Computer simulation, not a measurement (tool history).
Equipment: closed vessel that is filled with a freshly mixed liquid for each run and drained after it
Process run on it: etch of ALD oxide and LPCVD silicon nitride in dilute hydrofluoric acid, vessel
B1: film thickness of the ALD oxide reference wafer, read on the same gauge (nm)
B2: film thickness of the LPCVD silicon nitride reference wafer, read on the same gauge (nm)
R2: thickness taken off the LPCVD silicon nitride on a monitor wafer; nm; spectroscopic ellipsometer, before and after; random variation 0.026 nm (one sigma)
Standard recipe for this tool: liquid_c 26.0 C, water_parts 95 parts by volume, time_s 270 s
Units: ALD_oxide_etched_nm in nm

Run 1, day 0.000: usual settings; B1 29.97; B2 79.990. Result: ALD_oxide_etched_nm 54.83 nm, R2 1.468 nm.
Run 2, day 1.638: usual settings; B1 30.05; B2 80.018. Result: ALD_oxide_etched_nm 54.23 nm, R2 1.457 nm.
Run 3, day 3.879: usual settings; B1 30.03; B2 80.007. Result: ALD_oxide_etched_nm 53.52 nm, R2 1.454 nm.
Run 4, day 6.688: usual settings but liquid_c 28.5 C; B1 29.99; B2 79.978. Result: ALD_oxide_etched_nm 60.13 nm, R2 1.644 nm.
At day 9.188: thermometer replaced.
Run 5, day 9.371: usual settings but liquid_c 28.5 C; B1 30.00; B2 80.017. Result: ALD_oxide_etched_nm 63.58 nm, R2 1.883 nm.
Run 6, day 12.279: usual settings but liquid_c 28.5 C; B1 29.98; B2 80.004. Result: ALD_oxide_etched_nm 63.07 nm, R2 1.898 nm.
Run 7, day 13.962: usual settings; B1 30.01; B2 79.981. Result: ALD_oxide_etched_nm 57.27 nm, R2 1.582 nm.
Run 8, day 15.821: usual settings; B1 30.02; B2 80.006. Result: ALD_oxide_etched_nm 56.72 nm, R2 1.529 nm.
Run 9, day 16.967: usual settings; B1 29.98; B2 80.049. Result: ALD_oxide_etched_nm 56.55 nm, R2 1.537 nm.
Run 10, day 20.838: usual settings but water_parts 70 parts by volume; B1 29.96; B2 80.024. Result: ALD_oxide_etched_nm 79.64 nm, R2 2.038 nm.
Run 11, day 22.767: usual settings; B1 29.99; B2 80.022. Result: ALD_oxide_etched_nm 56.67 nm, R2 1.525 nm.
Run 12, day 23.846: usual settings; B1 29.98; B2 80.039. Result: ALD_oxide_etched_nm 56.23 nm, R2 1.565 nm.
Run 13, day 26.304: usual settings; B1 30.00; B2 79.995. Result: ALD_oxide_etched_nm 56.03 nm, R2 1.507 nm.
At day 29.433: hydrofluoric acid flow meter replaced.
Run 14, day 30.262: usual settings but liquid_c 24.0 C; B1 30.00; B2 80.018. Result: ALD_oxide_etched_nm 48.11 nm, R2 1.197 nm.
Run 15, day 32.617: usual settings; B1 29.97; B2 79.985. Result: ALD_oxide_etched_nm 52.00 nm, R2 1.399 nm.
At day 34.000: gauge calibrated.
Run 16, day 35.092: usual settings but liquid_c 30.5 C, water_parts 120 parts by volume, time_s 220 s; B1 29.97; B2 80.011. Result: ALD_oxide_etched_nm 38.36 nm, R2 1.185 nm.
Run 17, day 36.742: usual settings; B1 29.95; B2 80.027. Result: ALD_oxide_etched_nm 50.71 nm, R2 1.339 nm.
Run 18, day 38.275: usual settings but liquid_c 24.0 C, water_parts 60 parts by volume, time_s 340 s; B1 30.06; B2 79.988. Result: ALD_oxide_etched_nm 98.01 nm, R2 2.365 nm.
Run 19, day 40.258: usual settings but liquid_c 27.5 C, time_s 150 s; B1 30.00; B2 80.042. Result: ALD_oxide_etched_nm 30.03 nm, R2 0.828 nm.
At day 40.312: thermometer replaced.
Run 20, day 42.179: usual settings but liquid_c 29.0 C, time_s 205 s; B1 29.98; B2 80.036. Result: ALD_oxide_etched_nm 48.57 nm, R2 1.462 nm.

What will run 21 give?
Run 21, day 43.792: usual settings but water_parts 140 parts by volume; B1 ?; B2 ?. Result: ALD_oxide_etched_nm ?, R2 ?.

{"run 21": {"B1": 30.02, "B2": 79.996, "ALD_oxide_etched_nm": 36.1, "R2": 1.098}}
Had the tool carried no hidden state, the very same run would have given ALD_oxide_etched_nm 35.84 nm, R2 1.101 nm.
